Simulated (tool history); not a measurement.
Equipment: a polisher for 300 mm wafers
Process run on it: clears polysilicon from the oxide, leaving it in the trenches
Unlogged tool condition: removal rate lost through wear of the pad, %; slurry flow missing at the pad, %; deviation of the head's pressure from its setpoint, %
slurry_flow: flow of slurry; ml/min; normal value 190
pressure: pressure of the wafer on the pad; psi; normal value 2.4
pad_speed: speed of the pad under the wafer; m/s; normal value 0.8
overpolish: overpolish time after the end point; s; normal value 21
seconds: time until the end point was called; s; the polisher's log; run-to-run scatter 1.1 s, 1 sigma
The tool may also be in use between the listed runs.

run   hour  slurry_flow  pressure  pad_speed  overpolish  wafers since the last listed run  wafers polished on this pad  hours since the slurry nozzle was cleaned  hours since the head pressure was calibrated  incoming thickness of the incoming film, nm  seconds
  1      0          190       1.9       0.58          21                                 0                          791                                      377.8                                         581.9                                        603.6     91.5
  2   16.2          190       1.9       0.58          21                               207                          998                                        394                                         598.1                                        601.2       96
      21.2  -- worn pad replaced by a new one
  3   31.5          215       2.4        0.8          21                               144                          132                                      409.3                                         613.4                                        602.8     54.7
  4   40.5          190       1.8       0.86          21                               115                          248                                      418.3                                         622.4                                        599.8     65.5
  5   57.8          190       1.8       0.86          21                               221                          470                                      435.6                                         639.7                                        603.5     66.8
  6   74.5          190       2.4        0.8          21                               214                          684                                      452.3                                         656.4                                        596.7     58.1
  7   83.3          190       2.4        0.8          21                               112                          797                                      461.1                                         665.2                                        606.3     59.3
  8   90.4          220       2.4        0.8          16                                91                          888                                      468.2                                         672.3                                        591.5     54.5
  9   99.3          220       2.4        0.8          16                               114                         1002                                      477.1                                         681.2                                        608.9     60.1
     113.2  -- worn pad replaced by a new one
 10  140.2          220       2.4        0.8          16                               473                          346                                        518                                         722.1                                        602.1       64
 11  154.7          235       2.4        0.8          21                               186                          532                                      532.5                                         736.6                                          608     64.7
     164.7  -- worn pad replaced by a new one, repeated, since the last time left the tool worse
 12  166.1          235       2.4        0.8          21                                94                           17                                      543.9                                           748                                        592.6     53.6
 13  177.1          235       2.4        0.8          21                               141                          158                                      554.9                                           759                                        591.8       55
 14  188.7          170         2        0.8          28                               148                          307                                      566.5                                         770.6                                        610.2       69
 15  203.3          135         3          1          16                               187                          494                                      581.1                                         785.2                                        606.4     39.3
 16  214.1          190       2.4       1.04          30                               138                          633                                      591.9                                           796                                        597.6     44.3
 17  222.2          230       2.9       0.94          27                               103                          737                                        600                                         804.1                                        597.5     40.9
 18  234.2          190       2.4        0.8          21                               153                          891                                        612                                         816.1                                        611.7     56.6
     248.4  -- worn pad replaced by a new one
     251.9  -- head pressure recalibrated
 19  252.4          190       2.4        0.8          21                               156                           26                                      630.2                                           0.5                                        599.1     53.7
     260.9  -- slurry nozzle cleaned
 20  263.9          155       1.8        0.8          21                               134                          161                                          3                                            12                                          587     72.2
 21  273.7          215         3        0.8          27                               125                          286                                       12.8                                          21.8                                        597.9     45.9

Run 22 has not been measured yet. What should we expect?
 22  288.1          190       2.4       0.64          21                               184                          471                                       27.2                                          36.2                                        605.6        ?

seconds: 69.4 s
Without the tool's hidden state the same run would have given seconds 66.1 s.

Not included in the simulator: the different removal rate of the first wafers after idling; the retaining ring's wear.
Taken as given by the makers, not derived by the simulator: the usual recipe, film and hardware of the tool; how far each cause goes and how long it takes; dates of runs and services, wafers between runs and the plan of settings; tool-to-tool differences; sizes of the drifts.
